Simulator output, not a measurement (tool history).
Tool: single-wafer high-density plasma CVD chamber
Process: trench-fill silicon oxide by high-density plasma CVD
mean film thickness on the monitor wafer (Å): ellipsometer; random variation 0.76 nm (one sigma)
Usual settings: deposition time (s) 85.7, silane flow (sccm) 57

run   hour  deposition time (s)  silane flow (sccm)  wafers since the last listed run  hours since the silane flow controller was replaced  hours since the gauge calibration  read-back reference wafer on the same gauge, thickness_nm  mean film thickness on the monitor wafer (Å)
  1    0.0                 85.7                  63                                 0                                               4665.8                              140.4                                                    524.685                                       5533.61
  2   16.3                 85.7                  63                               237                                               4682.1                              156.7                                                    524.414                                       5545.54
  3   33.5                 85.7                  63                               250                                               4699.3                              173.9                                                    524.145                                       5542.07
  4   41.7                 85.7                  57                               119                                               4707.5                              182.1                                                    524.037                                       4989.63
  5   56.7                 85.7                  57                               218                                               4722.5                              197.1                                                    523.801                                       4990.07
  6   66.8                 85.7                  57                               147                                               4732.6                              207.2                                                    523.652                                       4996.22
  7   79.0                 85.7                  57                               177                                               4744.8                              219.4                                                    523.567                                       4995.96
  8   94.4                 85.7                  57                               224                                               4760.2                              234.8                                                    523.382                                       4998.96
  9  108.9                 85.7                  52                               211                                               4774.7                              249.3                                                    523.216                                       4565.09
 10  124.3                 85.7                  52                               224                                               4790.1                              264.7                                                    523.252                                       4571.15
 11  133.6                 85.7                  52                               135                                               4799.4                              274.0                                                    522.876                                       4552.51
 12  140.0                 85.7                  60                                93                                               4805.8                              280.4                                                    523.029                                       5269.70
     152.9  -- silane flow controller replaced
 13  153.4                 85.7                  60                                78                                                  0.5                              293.8                                                    522.862                                       5260.05
     166.3  -- gauge calibrated
 14  168.0                 85.7                  57                               212                                                 15.1                                1.7                                                    529.954                                       5050.83
 15  180.6                 85.7                  57                               183                                                 27.7                               14.3                                                    529.061                                       5052.21
 16  189.4                 85.7                  57                               128                                                 36.5                               23.1                                                    528.580                                       5040.70
 17  198.3                 70.9                  61                               129                                                 45.4                               32.0                                                    528.390                                       4466.17
 18  204.5                 91.3                  57                                90                                                 51.6                               38.2                                                    527.948                                       5375.27
 19  220.8                 96.7                  65                               237                                                 67.9                               54.5                                                    527.202                                       6464.20
 20  233.5                 99.9                  54                               185                                                 80.6                               67.2                                                    526.254                                       5549.70
 21  244.7                 76.4                  64                               163                                                 91.8                               78.4                                                    526.275                                       5039.40
 22  255.0                 96.3                  46                               150                                                102.1                               88.7                                                    525.813                                       4545.66
 23  271.6                 85.7                  57                               242                                                118.7                              105.3                                                    525.431                                       5012.31
 24  277.8                 74.2                  57                                90                                                124.9                              111.5                                                    525.161                                       4343.75

The next listed run, before its measurement:
 25  292.3                 85.7                  52                               211                                                139.4                              126.0                                                          ?                                             ?

Run 25 gave read-back reference wafer on the same gauge, thickness_nm 524.622, mean film thickness on the monitor wafer (Å) 4575.03.
Without the tool's hidden state the same run would have given mean film thickness on the monitor wafer (Å) 4620.71.

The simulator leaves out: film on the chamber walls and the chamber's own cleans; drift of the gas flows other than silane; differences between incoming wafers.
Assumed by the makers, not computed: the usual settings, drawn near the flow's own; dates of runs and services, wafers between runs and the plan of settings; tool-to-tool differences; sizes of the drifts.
